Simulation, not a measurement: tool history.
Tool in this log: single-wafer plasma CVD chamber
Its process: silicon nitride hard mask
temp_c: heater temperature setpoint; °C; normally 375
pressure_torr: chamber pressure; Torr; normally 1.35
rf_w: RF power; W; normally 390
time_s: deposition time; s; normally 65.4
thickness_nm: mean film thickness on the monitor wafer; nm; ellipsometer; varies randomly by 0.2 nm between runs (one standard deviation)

run,hour,temp_c,pressure_torr,rf_w,time_s,wafers since the last listed run,hours since the last thermocouple change,hours since the last RF generator calibration,hours since the last manometer calibration,hours since the showerhead was replaced,hours since the gauge calibration,"read-back reference wafer on the same gauge, thickness_nm",thickness_nm
1,0.0,380,1.27,390,65.4,0,543.7,244.2,2353.3,2500.2,429.0,95.514,77.590
2,27.2,380,1.27,390,65.4,430,570.9,271.4,2380.5,2527.4,456.2,95.584,77.369
3,73.3,375,1.35,355,65.4,730,617.0,317.5,2426.6,2573.5,502.3,95.569,75.633
4,131.2,375,1.35,355,65.4,917,674.9,375.4,2484.5,2631.4,560.2,95.664,75.691
# hour 172.3: showerhead replaced
5,172.8,375,1.35,390,65.4,532,716.5,417.0,2526.1,0.5,601.8,95.574,78.945
6,220.8,362,1.54,390,61.9,760,764.5,465.0,2574.1,48.5,649.8,95.554,78.325
7,259.3,375,1.35,355,60.8,609,803.0,503.5,2612.6,87.0,688.3,95.605,70.232
8,283.5,375,1.35,390,65.4,383,827.2,527.7,2636.8,111.2,712.5,95.587,79.208
# hour 318.0: capacitance manometer re-zeroed and calibrated
9,343.1,375,1.35,390,65.4,817,886.8,587.3,25.1,170.8,772.1,95.607,80.459
10,369.6,380,1.35,350,65.4,419,913.3,613.8,51.6,197.3,798.6,95.612,76.541
11,398.2,375,1.35,420,65.4,453,941.9,642.4,80.2,225.9,827.2,95.602,83.505
12,429.5,362,1.46,350,65.4,495,973.2,673.7,111.5,257.2,858.5,95.574,78.620
13,458.6,375,1.21,390,65.4,460,1002.3,702.8,140.6,286.3,887.6,95.603,77.794
14,616.7,375,1.35,390,65.4,2504,1160.4,860.9,298.7,444.4,1045.7,95.610,80.241
15,654.3,375,1.54,355,71.1,595,1198.0,898.5,336.3,482.0,1083.3,95.605,86.696
# hour 689.2: RF generator calibrated
16,689.7,375,1.35,390,65.4,434,1233.4,0.5,371.7,517.4,1118.7,95.624,79.918
17,749.9,375,1.35,390,74.8,953,1293.6,60.7,431.9,577.6,1178.9,95.621,91.100
# hour 777.4: thermocouple changed; heater temperature recalibrated
18,777.9,375,1.35,390,65.4,316,0.5,88.7,459.9,605.6,1206.9,95.619,79.943
# hour 781.6: gauge calibrated
19,847.5,388,1.67,440,65.4,1102,70.1,158.3,529.5,675.2,65.9,95.571,89.332
20,894.5,375,1.45,365,69.6,744,117.1,205.3,576.5,722.2,112.9,95.630,83.964
21,954.3,375,1.35,390,60.7,947,176.9,265.1,636.3,782.0,172.7,95.595,74.058
22,1023.6,375,1.35,390,65.4,1097,246.2,334.4,705.6,851.3,242.0,95.595,79.705
23,1093.1,385,1.35,390,65.4,1101,315.7,403.9,775.1,920.8,311.5,95.577,79.070
24,1137.2,375,1.35,390,65.4,698,359.8,448.0,819.2,964.9,355.6,95.619,79.589
25,1184.2,383,1.48,390,65.4,744,406.8,495.0,866.2,1011.9,402.6,95.572,81.932
26,1245.0,375,1.35,390,65.4,963,467.6,555.8,927.0,1072.7,463.4,95.601,79.449
27,1288.5,386,1.35,390,65.4,689,511.1,599.3,970.5,1116.2,506.9,95.591,79.299
28,1332.2,375,1.35,390,65.4,692,554.8,643.0,1014.2,1159.9,550.6,95.569,79.162

Forecast each of these 5 alternatives for the next run:
A,1332.6,375,1.35,390,65.4,6,555.2,643.4,1014.6,1160.3,551.0,?,?
B,1332.6,375,1.11,390,65.4,6,555.2,643.4,1014.6,1160.3,551.0,?,?
C,1332.6,382,1.07,350,52.9,6,555.2,643.4,1014.6,1160.3,551.0,?,?
D,1332.6,375,1.35,390,76.8,6,555.2,643.4,1014.6,1160.3,551.0,?,?
E,1332.6,367,1.35,390,70.1,6,555.2,643.4,1014.6,1160.3,551.0,?,?

run,"read-back reference wafer on the same gauge, thickness_nm",thickness_nm
A,95.601,79.463
B,95.601,74.491
C,95.601,56.355
D,95.601,93.292
E,95.601,85.404
Had the tool no hidden state, the same runs would have come out as:
run,thickness_nm
A,80.895
B,75.943
C,57.454
D,94.973
E,86.943
